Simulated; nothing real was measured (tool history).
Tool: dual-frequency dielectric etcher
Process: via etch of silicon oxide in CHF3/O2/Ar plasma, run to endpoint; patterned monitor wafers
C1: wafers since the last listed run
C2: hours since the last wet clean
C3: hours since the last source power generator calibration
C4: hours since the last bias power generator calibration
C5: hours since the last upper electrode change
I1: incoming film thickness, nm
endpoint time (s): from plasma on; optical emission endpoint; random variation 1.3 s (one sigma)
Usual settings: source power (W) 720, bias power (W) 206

Run 1, hour 0: usual settings but source power (W) 800; C1 0; C2 455.7; C3 1045.9; C4 1507.5; C5 4241.2; I1 684.3. Result: endpoint time (s) 290.1.
At hour 136.6: wet clean of the chamber.
Run 2, hour 218.4: usual settings but source power (W) 640; C1 953; C2 81.8; C3 1264.3; C4 1725.9; C5 4459.6; I1 692.7. Result: endpoint time (s) 329.8.
Run 3, hour 269.3: usual settings but source power (W) 640; C1 249; C2 132.7; C3 1315.2; C4 1776.8; C5 4510.5; I1 683.9. Result: endpoint time (s) 326.7.
Run 4, hour 455.4: usual settings but bias power (W) 191; C1 912; C2 318.8; C3 1501.3; C4 1962.9; C5 4696.6; I1 696.5. Result: endpoint time (s) 319.3.
Run 5, hour 504.8: usual settings but bias power (W) 191; C1 242; C2 368.2; C3 1550.7; C4 2012.3; C5 4746; I1 691.3. Result: endpoint time (s) 316.1.
At hour 606.2: upper electrode replaced.
Run 6, hour 606.7: usual settings but source power (W) 830, bias power (W) 192; C1 382; C2 470.1; C3 1652.6; C4 2114.2; C5 0.5; I1 683.4. Result: endpoint time (s) 297.1.
Run 7, hour 691.3: usual settings but source power (W) 840, bias power (W) 180; C1 414; C2 554.7; C3 1737.2; C4 2198.8; C5 85.1; I1 689.4. Result: endpoint time (s) 299.6.
Run 8, hour 771.5: usual settings but source power (W) 840, bias power (W) 180; C1 393; C2 634.9; C3 1817.4; C4 2279; C5 165.3; I1 687.2. Result: endpoint time (s) 299.6.
Run 9, hour 832.7: usual settings; C1 300; C2 696.1; C3 1878.6; C4 2340.2; C5 226.5; I1 691.2. Result: endpoint time (s) 307.8.
At hour 866: wet clean of the chamber.
Run 10, hour 902.6: usual settings; C1 225; C2 36.6; C3 1948.5; C4 2410.1; C5 296.4; I1 688.4. Result: endpoint time (s) 310.3.
Run 11, hour 959.9: usual settings; C1 281; C2 93.9; C3 2005.8; C4 2467.4; C5 353.7; I1 681.9. Result: endpoint time (s) 305.
Run 12, hour 1038.6: usual settings but bias power (W) 219; C1 386; C2 172.6; C3 2084.5; C4 2546.1; C5 432.4; I1 686.7. Result: endpoint time (s) 300.7.
Run 13, hour 1096.2: usual settings but bias power (W) 219; C1 282; C2 230.2; C3 2142.1; C4 2603.7; C5 490; I1 690.2. Result: endpoint time (s) 301.
Run 14, hour 1133: usual settings but source power (W) 790, bias power (W) 174; C1 180; C2 267; C3 2178.9; C4 2640.5; C5 526.8; I1 682.6. Result: endpoint time (s) 314.3.
Run 15, hour 1170.9: usual settings but source power (W) 770; C1 185; C2 304.9; C3 2216.8; C4 2678.4; C5 564.7; I1 687.1. Result: endpoint time (s) 299.4.
Run 16, hour 1268.4: usual settings; C1 478; C2 402.4; C3 2314.3; C4 2775.9; C5 662.2; I1 692. Result: endpoint time (s) 309.3.
Run 17, hour 1323.2: usual settings but source power (W) 630, bias power (W) 244; C1 268; C2 457.2; C3 2369.1; C4 2830.7; C5 717; I1 687.1. Result: endpoint time (s) 304.
Run 18, hour 1387.5: usual settings but source power (W) 830, bias power (W) 253; C1 315; C2 521.5; C3 2433.4; C4 2895; C5 781.3; I1 694.7. Result: endpoint time (s) 270.5.
At hour 1465.2: wet clean of the chamber.
Run 19, hour 1488.3: usual settings but bias power (W) 250; C1 376; C2 23.1; C3 2534.2; C4 2995.8; C5 882.1; I1 688.9. Result: endpoint time (s) 289.7.
Run 20, hour 1551.5: usual settings; C1 309; C2 86.3; C3 2597.4; C4 3059; C5 945.3; I1 689.1. Result: endpoint time (s) 312.
At hour 1561.7: source power generator calibrated.
Run 21, hour 1611.7: usual settings but source power (W) 560, bias power (W) 241; C1 275; C2 146.5; C3 50; C4 3119.2; C5 1005.5; I1 682.6. Result: endpoint time (s) 329.
Run 22, hour 1718.4: usual settings but source power (W) 620, bias power (W) 179; C1 523; C2 253.2; C3 156.7; C4 3225.9; C5 1112.2; I1 692.1. Result: endpoint time (s) 355.7.
Run 23, hour 1820.1: usual settings but source power (W) 590, bias power (W) 231; C1 498; C2 354.9; C3 258.4; C4 3327.6; C5 1213.9; I1 681.4. Result: endpoint time (s) 323.
At hour 1884.1: bias power generator calibrated.
Run 24, hour 1905.8: usual settings; C1 400; C2 440.6; C3 344.1; C4 21.7; C5 1299.6; I1 686.7. Result: endpoint time (s) 310.9.
Run 25, hour 1944.1: usual settings but bias power (W) 172; C1 187; C2 478.9; C3 382.4; C4 60; C5 1337.9; I1 686.9. Result: endpoint time (s) 333.
At hour 2098: wet clean of the chamber.
Run 26, hour 2098.5: usual settings but source power (W) 840; C1 639; C2 0.5; C3 536.8; C4 214.4; C5 1492.3; I1 683.1. Result: endpoint time (s) 292.
Run 27, hour 2177.2: usual settings but source power (W) 590, bias power (W) 220; C1 386; C2 79.2; C3 615.5; C4 293.1; C5 1571; I1 688.7. Result: endpoint time (s) 337.8.
Run 28, hour 2270.2: usual settings but source power (W) 890, bias power (W) 190; C1 456; C2 172.2; C3 708.5; C4 386.1; C5 1664; I1 683.2. Result: endpoint time (s) 291.2.
Run 29, hour 2377.6: usual settings but bias power (W) 154; C1 526; C2 279.6; C3 815.9; C4 493.5; C5 1771.4; I1 693.5. Result: endpoint time (s) 351.1.
Run 30, hour 2418.3: usual settings but source power (W) 830, bias power (W) 221; C1 199; C2 320.3; C3 856.6; C4 534.2; C5 1812.1; I1 690.5. Result: endpoint time (s) 286.
Run 31, hour 2514.5: usual settings but source power (W) 670, bias power (W) 250; C1 471; C2 416.5; C3 952.8; C4 630.4; C5 1908.3; I1 696.7. Result: endpoint time (s) 301.6.
Run 32, hour 2621.5: usual settings but source power (W) 800, bias power (W) 246; C1 524; C2 523.5; C3 1059.8; C4 737.4; C5 2015.3; I1 686.9. Result: endpoint time (s) 276.1.
Run 33, hour 2704.3: usual settings but bias power (W) 172; C1 406; C2 606.3; C3 1142.6; C4 820.2; C5 2098.1; I1 684.7. Result: endpoint time (s) 328.4.
Run 34, hour 2745.6: usual settings but source power (W) 560, bias power (W) 191; C1 202; C2 647.6; C3 1183.9; C4 861.5; C5 2139.4; I1 683.7. Result: endpoint time (s) 349.2.
At hour 2778.9: wet clean of the chamber.
Run 35, hour 2821: usual settings; C1 252; C2 42.1; C3 1259.3; C4 936.9; C5 2214.8; I1 684.6. Result: endpoint time (s) 311.1.

Measured less the same run without the tool's hidden state. The same run-to-run variation is in both; the gauge's scatter may not be:
The hidden state here: etch rate over this chamber's usual, %; source power that arrives over what is set, %; bias power that arrives over what is set, %.
run  endpoint time (s)
  1               -9.3
  2                 -8
  3               -8.6
  4              -10.5
  5                -11
  6              -11.3
  7              -12.3
  8              -13.1
  9                -14
 10               -7.4
 11               -7.8
 12               -8.5
 13                 -9
 14               -9.9
 15               -9.8
 16              -11.1
 17              -11.3
 18              -10.6
 19               -7.4
 20               -8.7
 21                 -2
 22               -4.2
 23               -5.4
 24               -6.6
 25               -7.6
 26               -2.2
 27               -3.7
 28               -4.4
 29               -6.9
 30                 -6
 31               -7.4
 32               -7.9
 33              -10.4
 34              -11.6
 35                 -5

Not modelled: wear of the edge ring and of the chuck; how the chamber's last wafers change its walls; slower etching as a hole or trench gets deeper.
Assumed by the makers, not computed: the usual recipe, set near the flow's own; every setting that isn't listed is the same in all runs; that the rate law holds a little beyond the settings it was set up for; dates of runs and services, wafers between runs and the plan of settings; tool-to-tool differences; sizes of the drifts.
